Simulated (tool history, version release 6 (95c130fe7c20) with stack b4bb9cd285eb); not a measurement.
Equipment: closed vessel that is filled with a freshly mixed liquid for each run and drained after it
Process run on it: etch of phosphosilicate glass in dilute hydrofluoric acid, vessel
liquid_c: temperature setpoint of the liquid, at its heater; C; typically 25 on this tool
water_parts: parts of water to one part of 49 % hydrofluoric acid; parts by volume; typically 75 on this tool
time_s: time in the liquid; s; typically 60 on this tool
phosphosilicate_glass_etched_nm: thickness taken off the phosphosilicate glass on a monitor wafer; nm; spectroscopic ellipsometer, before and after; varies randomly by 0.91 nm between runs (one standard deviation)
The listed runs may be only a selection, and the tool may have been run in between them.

run,hour,liquid_c,water_parts,time_s,wafers since the last listed run,hours since the thermometer was replaced,hours since the hydrofluoric acid flow meter was replaced,hours since the gauge calibration,"read-back film thickness of the phosphosilicate glass reference wafer, read on the same gauge (nm)",phosphosilicate_glass_etched_nm
1,0,28.5,50,60,0,2761.2,1726.4,419.7,110.01,181.22
2,35,28.5,50,60,3765,2796.2,1761.4,454.7,110.02,185.26
3,70.1,28.5,50,60,3775,2831.3,1796.5,489.8,109.98,182.23
4,125.3,26.5,75,60,5938,2886.5,1851.7,545,110.01,109.04
5,161.9,26.5,75,60,3937,2923.1,1888.3,581.6,110,108.64
6,224,26.5,75,60,6680,2985.2,1950.4,643.7,110.01,107.55
7,295.4,23,105,60,7681,3056.6,2021.8,715.1,109.98,64.8
8,355.4,25,55,60,6454,3116.6,2081.8,775.1,109.99,141.87
# hour 371.1: thermometer replaced
9,413.5,25,55,60,6142,42.4,2139.9,833.2,110,141.29
10,438,26.5,75,60,2635,66.9,2164.4,857.7,110.02,108.71
# hour 486.7: hydrofluoric acid flow meter replaced
# hour 494.3: gauge calibrated
11,509.2,25,60,60,7551,138.1,22.5,14.9,110,119.24
12,550,27,95,30,4389,178.9,63.3,55.7,109.96,38.75
13,589.2,22,95,90,4217,218.1,102.5,94.9,110.01,96.47
14,626.4,22.5,115,60,4001,255.3,139.7,132.1,110,52.49
15,662,20.5,40,30,3829,290.9,175.3,167.7,109.98,76.3
# hour 727.4: hydrofluoric acid flow meter replaced, repeated, since the last time left the tool worse
16,872,25,110,40,22483,500.9,144.6,377.7,109.99,47.19
17,925.2,25,75,60,5723,554.1,197.8,430.9,110,110.62
18,966.8,25,85,60,4475,595.7,239.4,472.5,109.98,96.06
19,1035.5,22.5,75,30,7390,664.4,308.1,541.2,110,49.78

Below are 4 alternative next runs, each starting from the tool's condition after run 19. Predict each:
A,1036.2,25,75,60,75,665.1,308.8,541.9,?,?
B,1036.2,25,65,60,75,665.1,308.8,541.9,?,?
C,1036.2,25,75,85,75,665.1,308.8,541.9,?,?
D,1036.2,25,40,60,75,665.1,308.8,541.9,?,?

run,"read-back film thickness of the phosphosilicate glass reference wafer, read on the same gauge (nm)",phosphosilicate_glass_etched_nm
A,110,110.11
B,110,128.75
C,110,156
D,110,216.55
Without the tool's hidden state the same runs would have given:
run,phosphosilicate_glass_etched_nm
A,111.87
B,130.8
C,158.49
D,219.87
